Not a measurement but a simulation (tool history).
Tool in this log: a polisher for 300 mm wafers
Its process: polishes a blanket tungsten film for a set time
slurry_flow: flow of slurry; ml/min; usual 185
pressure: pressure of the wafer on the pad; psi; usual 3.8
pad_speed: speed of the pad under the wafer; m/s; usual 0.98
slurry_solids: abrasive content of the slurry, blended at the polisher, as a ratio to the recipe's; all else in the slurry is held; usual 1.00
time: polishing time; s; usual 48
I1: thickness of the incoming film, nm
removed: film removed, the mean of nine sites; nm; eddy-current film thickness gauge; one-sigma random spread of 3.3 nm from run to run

{"run": 1, "hour": 0.0, "slurry_flow": 185, "pressure": 3.8, "pad_speed": 0.98, "slurry_solids": 1.0, "time": 48, "I1": 623.9, "removed": 208.5}
{"run": 2, "hour": 35.2, "slurry_flow": 160, "pressure": 3.1, "pad_speed": 0.98, "slurry_solids": 1.25, "time": 57, "I1": 623.5, "removed": 215.1}
{"run": 3, "hour": 72.9, "slurry_flow": 230, "pressure": 5.0, "pad_speed": 0.98, "slurry_solids": 0.75, "time": 48, "I1": 628.9, "removed": 254.9}
{"run": 4, "hour": 202.5, "slurry_flow": 185, "pressure": 3.8, "pad_speed": 1.16, "slurry_solids": 1.0, "time": 48, "I1": 634.9, "removed": 222.6}
{"run": 5, "hour": 235.6, "slurry_flow": 185, "pressure": 3.8, "pad_speed": 0.98, "slurry_solids": 1.0, "time": 48, "I1": 618.2, "removed": 199.8}
{"run": 6, "hour": 261.3, "slurry_flow": 185, "pressure": 3.8, "pad_speed": 0.98, "slurry_solids": 1.0, "time": 48, "I1": 620.5, "removed": 202.4}
{"hour": 293.4, "done": "slurry blender recalibrated"}
{"run": 7, "hour": 308.9, "slurry_flow": 185, "pressure": 3.8, "pad_speed": 0.74, "slurry_solids": 1.0, "time": 48, "I1": 627.0, "removed": 165.3}
{"hour": 334.4, "done": "slurry nozzle cleaned"}
{"hour": 394.1, "done": "worn pad replaced by a new one"}
{"run": 8, "hour": 443.5, "slurry_flow": 185, "pressure": 3.8, "pad_speed": 0.98, "slurry_solids": 1.0, "time": 48, "I1": 619.1, "removed": 194.6}
{"hour": 471.0, "done": "head pressure recalibrated"}
{"run": 9, "hour": 495.2, "slurry_flow": 185, "pressure": 3.8, "pad_speed": 1.22, "slurry_solids": 1.0, "time": 48, "I1": 631.1, "removed": 262.7}
{"hour": 515.5, "done": "slurry tank refilled with fresh slurry and peroxide"}
{"run": 10, "hour": 554.8, "slurry_flow": 185, "pressure": 3.8, "pad_speed": 0.98, "slurry_solids": 1.2, "time": 48, "I1": 636.3, "removed": 236.0}
{"run": 11, "hour": 616.6, "slurry_flow": 185, "pressure": 3.8, "pad_speed": 0.98, "slurry_solids": 1.0, "time": 48, "I1": 633.6, "removed": 228.6}
{"run": 12, "hour": 654.1, "slurry_flow": 185, "pressure": 3.8, "pad_speed": 0.98, "slurry_solids": 1.25, "time": 48, "I1": 621.0, "removed": 240.0}
{"run": 13, "hour": 721.3, "slurry_flow": 215, "pressure": 2.6, "pad_speed": 1.26, "slurry_solids": 0.8, "time": 48, "I1": 631.3, "removed": 168.1}
{"hour": 730.7, "done": "slurry blender recalibrated"}
{"run": 14, "hour": 780.5, "slurry_flow": 185, "pressure": 4.8, "pad_speed": 0.86, "slurry_solids": 0.75, "time": 58, "I1": 621.3, "removed": 282.7}
{"hour": 802.4, "done": "slurry nozzle cleaned"}
{"run": 15, "hour": 826.7, "slurry_flow": 185, "pressure": 3.8, "pad_speed": 1.16, "slurry_solids": 1.0, "time": 48, "I1": 622.4, "removed": 246.3}
{"hour": 851.6, "done": "worn pad replaced by a new one"}
{"run": 16, "hour": 861.5, "slurry_flow": 185, "pressure": 4.4, "pad_speed": 0.98, "slurry_solids": 1.0, "time": 48, "I1": 618.3, "removed": 256.4}
{"run": 17, "hour": 961.6, "slurry_flow": 185, "pressure": 3.8, "pad_speed": 0.88, "slurry_solids": 1.0, "time": 48, "I1": 636.9, "removed": 214.6}
{"run": 18, "hour": 1002.0, "slurry_flow": 185, "pressure": 3.8, "pad_speed": 0.98, "slurry_solids": 1.0, "time": 48, "I1": 623.9, "removed": 216.0}
{"hour": 1028.4, "done": "slurry tank refilled with fresh slurry and peroxide"}
{"run": 19, "hour": 1052.5, "slurry_flow": 185, "pressure": 3.8, "pad_speed": 0.98, "slurry_solids": 1.0, "time": 48, "I1": 628.6, "removed": 222.6}
{"run": 20, "hour": 1097.2, "slurry_flow": 185, "pressure": 3.8, "pad_speed": 0.98, "slurry_solids": 1.0, "time": 48, "I1": 637.4, "removed": 224.7}
{"hour": 1155.0, "done": "slurry blender recalibrated"}
{"run": 21, "hour": 1155.5, "slurry_flow": 140, "pressure": 3.8, "pad_speed": 0.78, "slurry_solids": 1.25, "time": 48, "I1": 632.8, "removed": 202.3}
{"hour": 1248.6, "done": "slurry nozzle cleaned"}
{"run": 22, "hour": 1320.5, "slurry_flow": 240, "pressure": 3.8, "pad_speed": 0.82, "slurry_solids": 1.0, "time": 48, "I1": 632.5, "removed": 207.6}
{"hour": 1356.8, "done": "worn pad replaced by a new one"}
{"run": 23, "hour": 1372.1, "slurry_flow": 185, "pressure": 4.5, "pad_speed": 0.86, "slurry_solids": 0.85, "time": 48, "I1": 634.0, "removed": 224.7}
{"run": 24, "hour": 1402.2, "slurry_flow": 185, "pressure": 3.8, "pad_speed": 0.98, "slurry_solids": 1.0, "time": 48, "I1": 627.7, "removed": 215.7}
{"run": 25, "hour": 1450.2, "slurry_flow": 185, "pressure": 3.8, "pad_speed": 0.98, "slurry_solids": 1.0, "time": 48, "I1": 631.0, "removed": 216.7}

Results per run with the tool's hidden condition removed, run-to-run variation unchanged:
Unlogged tool condition in this case: removal rate lost through wear of the pad, %; slurry flow missing at the pad, %; deviation of the head's pressure from its setpoint, %; abrasive missing from the slurry, %; peroxide lost from the slurry, %.
run=1 removed=225.9
run=2 removed=234.2
run=3 removed=279.1
run=4 removed=248.7
run=5 removed=224.3
run=6 removed=228.3
run=7 removed=188.0
run=8 removed=227.1
run=9 removed=262.6
run=10 removed=236.0
run=11 removed=228.8
run=12 removed=240.4
run=13 removed=168.7
run=14 removed=284.2
run=15 removed=248.0
run=16 removed=258.5
run=17 removed=217.4
run=18 removed=219.3
run=19 removed=226.7
run=20 removed=229.5
run=21 removed=207.5
run=22 removed=215.9
run=23 removed=234.9
run=24 removed=226.2
run=25 removed=228.4
